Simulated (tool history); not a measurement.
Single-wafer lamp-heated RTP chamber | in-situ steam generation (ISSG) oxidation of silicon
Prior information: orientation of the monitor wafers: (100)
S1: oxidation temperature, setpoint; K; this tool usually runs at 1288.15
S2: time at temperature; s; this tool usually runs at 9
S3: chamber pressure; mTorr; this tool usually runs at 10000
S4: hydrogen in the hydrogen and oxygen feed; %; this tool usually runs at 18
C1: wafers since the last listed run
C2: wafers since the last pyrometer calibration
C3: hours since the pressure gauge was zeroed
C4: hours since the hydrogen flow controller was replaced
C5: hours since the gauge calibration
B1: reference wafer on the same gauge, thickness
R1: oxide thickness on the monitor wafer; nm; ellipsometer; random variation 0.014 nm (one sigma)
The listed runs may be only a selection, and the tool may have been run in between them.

run 1 hour=0 | S1=1288.15 S2=7 S3=10000 S4=20 | C1=0 C2=3935 C3=1760.7 C4=4078.8 C5=113.1 | B1=3.922 | R1=3.491
run 2 hour=15.6 | S1=1288.15 S2=7 S3=10000 S4=20 | C1=202 C2=4137 C3=1776.3 C4=4094.4 C5=128.7 | B1=3.917 | R1=3.516
run 3 hour=29.5 | S1=1288.15 S2=9 S3=9500 S4=21 | C1=180 C2=4317 C3=1790.2 C4=4108.3 C5=142.6 | B1=3.92 | R1=4.008
run 4 hour=42 | S1=1288.15 S2=9 S3=10000 S4=18 | C1=162 C2=4480 C3=1802.7 C4=4120.8 C5=155.1 | B1=3.918 | R1=3.803
run 5 hour=52.2 | S1=1288.15 S2=9 S3=10000 S4=18 | C1=132 C2=4612 C3=1812.9 C4=4131 C5=165.3 | B1=3.921 | R1=3.807
run 6 hour=62.7 | S1=1288.15 S2=9 S3=10000 S4=18 | C1=136 C2=4748 C3=1823.4 C4=4141.5 C5=175.8 | B1=3.925 | R1=3.838
run 7 hour=78.7 | S1=1274.15 S2=9 S3=10000 S4=18 | C1=207 C2=4955 C3=1839.4 C4=4157.5 C5=191.8 | B1=3.921 | R1=3.658
run 8 hour=88.5 | S1=1288.15 S2=6 S3=10000 S4=11 | C1=127 C2=5082 C3=1849.2 C4=4167.3 C5=201.6 | B1=3.92 | R1=2.851
run 9 hour=102.9 | S1=1288.15 S2=6 S3=10000 S4=11 | C1=186 C2=5269 C3=1863.6 C4=4181.7 C5=216 | B1=3.915 | R1=2.851
run 10 hour=114.6 | S1=1288.15 S2=6 S3=10000 S4=11 | C1=151 C2=5421 C3=1875.3 C4=4193.4 C5=227.7 | B1=3.923 | R1=2.859
-- hour=127.4 gauge calibrated
run 11 hour=138.5 | S1=1288.15 S2=9 S3=10000 S4=18 | C1=309 C2=5731 C3=1899.2 C4=4217.3 C5=11.1 | B1=3.916 | R1=3.828
-- hour=148.4 pressure gauge zeroed
run 12 hour=153.9 | S1=1288.15 S2=9 S3=10000 S4=16 | C1=95 C2=5827 C3=5.5 C4=4232.7 C5=26.5 | B1=3.92 | R1=3.765
run 13 hour=161 | S1=1288.15 S2=9 S3=10000 S4=18 | C1=92 C2=5919 C3=12.6 C4=4239.8 C5=33.6 | B1=3.922 | R1=3.86
run 14 hour=171.9 | S1=1278.15 S2=9 S3=10000 S4=18 | C1=141 C2=6060 C3=23.5 C4=4250.7 C5=44.5 | B1=3.919 | R1=3.732
run 15 hour=179.6 | S1=1278.15 S2=9 S3=10000 S4=18 | C1=99 C2=6160 C3=31.2 C4=4258.4 C5=52.2 | B1=3.922 | R1=3.744
-- hour=196.8 hydrogen flow controller replaced
-- hour=198.6 pyrometer window cleaned and pyrometer calibrated
run 16 hour=199.1 | S1=1288.15 S2=9 S3=10000 S4=11 | C1=126 C2=6 C3=50.7 C4=2.3 C5=71.7 | B1=3.921 | R1=3.39
run 17 hour=199.4 | S1=1295.15 S2=9 S3=10200 S4=24 | C1=3 C2=10 C3=51 C4=2.6 C5=72 | B1=3.924 | R1=4.089
run 18 hour=213.3 | S1=1288.15 S2=9 S3=10000 S4=18 | C1=180 C2=190 C3=64.9 C4=16.5 C5=85.9 | B1=3.917 | R1=3.777
run 19 hour=221.3 | S1=1298.15 S2=10 S3=10000 S4=23 | C1=103 C2=294 C3=72.9 C4=24.5 C5=93.9 | B1=3.922 | R1=4.348
run 20 hour=236.2 | S1=1288.15 S2=9 S3=10200 S4=27 | C1=193 C2=487 C3=87.8 C4=39.4 C5=108.8 | B1=3.925 | R1=4.12
run 21 hour=246.6 | S1=1304.15 S2=9 S3=9200 S4=18 | C1=134 C2=622 C3=98.2 C4=49.8 C5=119.2 | B1=3.921 | R1=4.052
run 22 hour=255.8 | S1=1305.15 S2=6 S3=10200 S4=11 | C1=119 C2=741 C3=107.4 C4=59 C5=128.4 | B1=3.915 | R1=2.969
run 23 hour=263.4 | S1=1288.15 S2=9 S3=10000 S4=18 | C1=98 C2=840 C3=115 C4=66.6 C5=136 | B1=3.919 | R1=3.774
run 24 hour=271.4 | S1=1288.15 S2=9 S3=10000 S4=18 | C1=103 C2=944 C3=123 C4=74.6 C5=144 | B1=3.919 | R1=3.769
run 25 hour=282.9 | S1=1302.15 S2=9 S3=10000 S4=18 | C1=149 C2=1093 C3=134.5 C4=86.1 C5=155.5 | B1=3.922 | R1=3.957
run 26 hour=296 | S1=1288.15 S2=9 S3=10000 S4=18 | C1=169 C2=1263 C3=147.6 C4=99.2 C5=168.6 | B1=3.917 | R1=3.796
run 27 hour=312.1 | S1=1288.15 S2=9 S3=10200 S4=24 | C1=208 C2=1471 C3=163.7 C4=115.3 C5=184.7 | B1=3.92 | R1=4.046
run 28 hour=323.9 | S1=1288.15 S2=6 S3=10000 S4=11 | C1=152 C2=1624 C3=175.5 C4=127.1 C5=196.5 | B1=3.921 | R1=2.827
run 29 hour=338.2 | S1=1288.15 S2=11 S3=10000 S4=18 | C1=185 C2=1810 C3=189.8 C4=141.4 C5=210.8 | B1=3.923 | R1=4.164
run 30 hour=348.7 | S1=1303.15 S2=9 S3=10200 S4=24 | C1=136 C2=1946 C3=200.3 C4=151.9 C5=221.3 | B1=3.921 | R1=4.273

Alternative continuations, all from the tool just after run 30; predict every row:
run A hour=349.1 | S1=1288.15 S2=9 S3=10000 S4=18 | C1=5 C2=1951 C3=200.7 C4=152.3 C5=221.7 | B1=? | R1=?
run B hour=349.1 | S1=1288.15 S2=12 S3=10200 S4=25 | C1=5 C2=1951 C3=200.7 C4=152.3 C5=221.7 | B1=? | R1=?
run C hour=349.1 | S1=1294.15 S2=12 S3=9500 S4=23 | C1=5 C2=1951 C3=200.7 C4=152.3 C5=221.7 | B1=? | R1=?
run D hour=349.1 | S1=1297.15 S2=9 S3=10000 S4=18 | C1=5 C2=1951 C3=200.7 C4=152.3 C5=221.7 | B1=? | R1=?
run E hour=349.1 | S1=1301.15 S2=6 S3=10200 S4=18 | C1=5 C2=1951 C3=200.7 C4=152.3 C5=221.7 | B1=? | R1=?

run=A B1=3.919 R1=3.798
run=B B1=3.919 R1=4.641
run=C B1=3.919 R1=4.731
run=D B1=3.919 R1=3.924
run=E B1=3.919 R1=3.301
Without the tool's unlogged condition, the same runs would have read:
run=A R1=3.775
run=B R1=4.609
run=C R1=4.697
run=D R1=3.898
run=E R1=3.282
